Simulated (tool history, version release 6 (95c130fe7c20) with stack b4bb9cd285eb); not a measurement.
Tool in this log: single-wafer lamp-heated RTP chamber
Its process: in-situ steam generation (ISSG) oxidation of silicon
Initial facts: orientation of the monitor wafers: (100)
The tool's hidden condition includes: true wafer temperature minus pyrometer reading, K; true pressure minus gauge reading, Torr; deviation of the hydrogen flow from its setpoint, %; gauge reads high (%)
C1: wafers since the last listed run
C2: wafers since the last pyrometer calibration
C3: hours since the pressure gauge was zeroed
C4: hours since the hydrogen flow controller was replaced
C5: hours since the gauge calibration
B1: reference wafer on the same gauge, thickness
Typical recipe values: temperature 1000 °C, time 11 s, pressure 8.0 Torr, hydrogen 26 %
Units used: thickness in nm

{"run": 1, "hour": 0.0, "temperature": 1000, "time": 11, "pressure": 8.0, "hydrogen": 26, "C1": 0, "C2": 1354, "C3": 2013.7, "C4": 4788.1, "C5": 912.5, "B1": 4.543, "thickness": 3.973}
{"run": 2, "hour": 55.5, "temperature": 1000, "time": 11, "pressure": 8.0, "hydrogen": 26, "C1": 526, "C2": 1881, "C3": 2069.2, "C4": 4843.6, "C5": 968.0, "B1": 4.54, "thickness": 4.001}
{"hour": 90.2, "done": "gauge calibrated"}
{"hour": 127.7, "done": "pyrometer window cleaned and pyrometer calibrated"}
{"run": 3, "hour": 159.4, "temperature": 1000, "time": 11, "pressure": 8.0, "hydrogen": 26, "C1": 910, "C2": 300, "C3": 2173.1, "C4": 4947.5, "C5": 69.2, "B1": 4.538, "thickness": 3.949}
{"run": 4, "hour": 250.3, "temperature": 1000, "time": 11, "pressure": 8.0, "hydrogen": 26, "C1": 862, "C2": 1163, "C3": 2264.0, "C4": 5038.4, "C5": 160.1, "B1": 4.536, "thickness": 3.982}
{"run": 5, "hour": 330.8, "temperature": 1000, "time": 11, "pressure": 8.0, "hydrogen": 26, "C1": 764, "C2": 1927, "C3": 2344.5, "C4": 5118.9, "C5": 240.6, "B1": 4.541, "thickness": 4.002}
{"hour": 371.8, "done": "pyrometer window cleaned and pyrometer calibrated"}
{"run": 6, "hour": 387.6, "temperature": 1000, "time": 11, "pressure": 8.0, "hydrogen": 23, "C1": 463, "C2": 150, "C3": 2401.3, "C4": 5175.7, "C5": 297.4, "B1": 4.54, "thickness": 3.844}
{"run": 7, "hour": 524.3, "temperature": 1000, "time": 11, "pressure": 8.0, "hydrogen": 23, "C1": 1297, "C2": 1447, "C3": 2538.0, "C4": 5312.4, "C5": 434.1, "B1": 4.538, "thickness": 3.856}
{"run": 8, "hour": 596.7, "temperature": 1000, "time": 11, "pressure": 8.0, "hydrogen": 23, "C1": 687, "C2": 2135, "C3": 2610.4, "C4": 5384.8, "C5": 506.5, "B1": 4.539, "thickness": 3.864}
{"run": 9, "hour": 663.0, "temperature": 1009, "time": 13, "pressure": 8.0, "hydrogen": 26, "C1": 629, "C2": 2764, "C3": 2676.7, "C4": 5451.1, "C5": 572.8, "B1": 4.537, "thickness": 4.439}
{"hour": 685.7, "done": "pyrometer window cleaned and pyrometer calibrated"}
{"run": 10, "hour": 735.9, "temperature": 1009, "time": 13, "pressure": 8.0, "hydrogen": 26, "C1": 616, "C2": 476, "C3": 2749.6, "C4": 5524.0, "C5": 645.7, "B1": 4.538, "thickness": 4.397}
{"hour": 781.9, "done": "pressure gauge zeroed"}
{"run": 11, "hour": 813.9, "temperature": 1011, "time": 15, "pressure": 6.9, "hydrogen": 23, "C1": 664, "C2": 1140, "C3": 32.0, "C4": 5602.0, "C5": 723.7, "B1": 4.539, "thickness": 4.562}
{"run": 12, "hour": 864.8, "temperature": 1000, "time": 9, "pressure": 8.0, "hydrogen": 26, "C1": 483, "C2": 1624, "C3": 82.9, "C4": 5652.9, "C5": 774.6, "B1": 4.543, "thickness": 3.68}
{"run": 13, "hour": 918.3, "temperature": 981, "time": 11, "pressure": 8.0, "hydrogen": 23, "C1": 507, "C2": 2131, "C3": 136.4, "C4": 5706.4, "C5": 828.1, "B1": 4.543, "thickness": 3.645}
{"hour": 949.8, "done": "hydrogen flow controller replaced"}
{"hour": 965.5, "done": "pyrometer window cleaned and pyrometer calibrated"}
{"run": 14, "hour": 966.0, "temperature": 1000, "time": 11, "pressure": 8.0, "hydrogen": 26, "C1": 300, "C2": 5, "C3": 184.1, "C4": 16.2, "C5": 875.8, "B1": 4.54, "thickness": 3.955}
{"run": 15, "hour": 1015.5, "temperature": 1000, "time": 11, "pressure": 8.0, "hydrogen": 26, "C1": 469, "C2": 474, "C3": 233.6, "C4": 65.7, "C5": 925.3, "B1": 4.54, "thickness": 3.958}
{"hour": 1083.4, "done": "gauge calibrated"}
{"run": 16, "hour": 1092.5, "temperature": 1013, "time": 7, "pressure": 9.4, "hydrogen": 26, "C1": 730, "C2": 1205, "C3": 310.6, "C4": 142.7, "C5": 9.1, "B1": 4.541, "thickness": 3.368}
{"run": 17, "hour": 1190.5, "temperature": 1000, "time": 15, "pressure": 9.2, "hydrogen": 17, "C1": 930, "C2": 2136, "C3": 408.6, "C4": 240.7, "C5": 107.1, "B1": 4.537, "thickness": 4.086}
{"run": 18, "hour": 1243.7, "temperature": 1000, "time": 11, "pressure": 8.0, "hydrogen": 26, "C1": 505, "C2": 2641, "C3": 461.8, "C4": 293.9, "C5": 160.3, "B1": 4.54, "thickness": 4.002}
{"hour": 1274.0, "done": "pyrometer window cleaned and pyrometer calibrated"}
{"run": 19, "hour": 1287.1, "temperature": 1000, "time": 11, "pressure": 8.0, "hydrogen": 26, "C1": 336, "C2": 124, "C3": 505.2, "C4": 337.3, "C5": 203.7, "B1": 4.539, "thickness": 3.946}
{"run": 20, "hour": 1338.7, "temperature": 1018, "time": 8, "pressure": 8.0, "hydrogen": 26, "C1": 489, "C2": 613, "C3": 556.8, "C4": 388.9, "C5": 255.3, "B1": 4.542, "thickness": 3.685}
{"run": 21, "hour": 1422.5, "temperature": 1000, "time": 8, "pressure": 8.0, "hydrogen": 17, "C1": 795, "C2": 1409, "C3": 640.6, "C4": 472.7, "C5": 339.1, "B1": 4.539, "thickness": 3.115}

5 options for the next run, each taken on its own from the tool as it stands now. Forecast them:
{"run": "A", "hour": 1423.0, "temperature": 1000, "time": 11, "pressure": 8.0, "hydrogen": 26, "C1": 4, "C2": 1414, "C3": 641.1, "C4": 473.2, "C5": 339.6, "B1": "?", "thickness": "?"}
{"run": "B", "hour": 1423.0, "temperature": 1000, "time": 11, "pressure": 8.0, "hydrogen": 32, "C1": 4, "C2": 1414, "C3": 641.1, "C4": 473.2, "C5": 339.6, "B1": "?", "thickness": "?"}
{"run": "C", "hour": 1423.0, "temperature": 1000, "time": 11, "pressure": 6.9, "hydrogen": 26, "C1": 4, "C2": 1414, "C3": 641.1, "C4": 473.2, "C5": 339.6, "B1": "?", "thickness": "?"}
{"run": "D", "hour": 1423.0, "temperature": 989, "time": 8, "pressure": 8.0, "hydrogen": 26, "C1": 4, "C2": 1414, "C3": 641.1, "C4": 473.2, "C5": 339.6, "B1": "?", "thickness": "?"}
{"run": "E", "hour": 1423.0, "temperature": 1000, "time": 15, "pressure": 9.5, "hydrogen": 17, "C1": 4, "C2": 1414, "C3": 641.1, "C4": 473.2, "C5": 339.6, "B1": "?", "thickness": "?"}

run=A B1=4.538 thickness=3.997
run=B B1=4.538 thickness=4.240
run=C B1=4.538 thickness=3.991
run=D B1=4.538 thickness=3.399
run=E B1=4.538 thickness=4.063
What these runs would have given with no unlogged condition in the tool:
run=A thickness=3.972
run=B thickness=4.214
run=C thickness=3.965
run=D thickness=3.381
run=E thickness=4.035
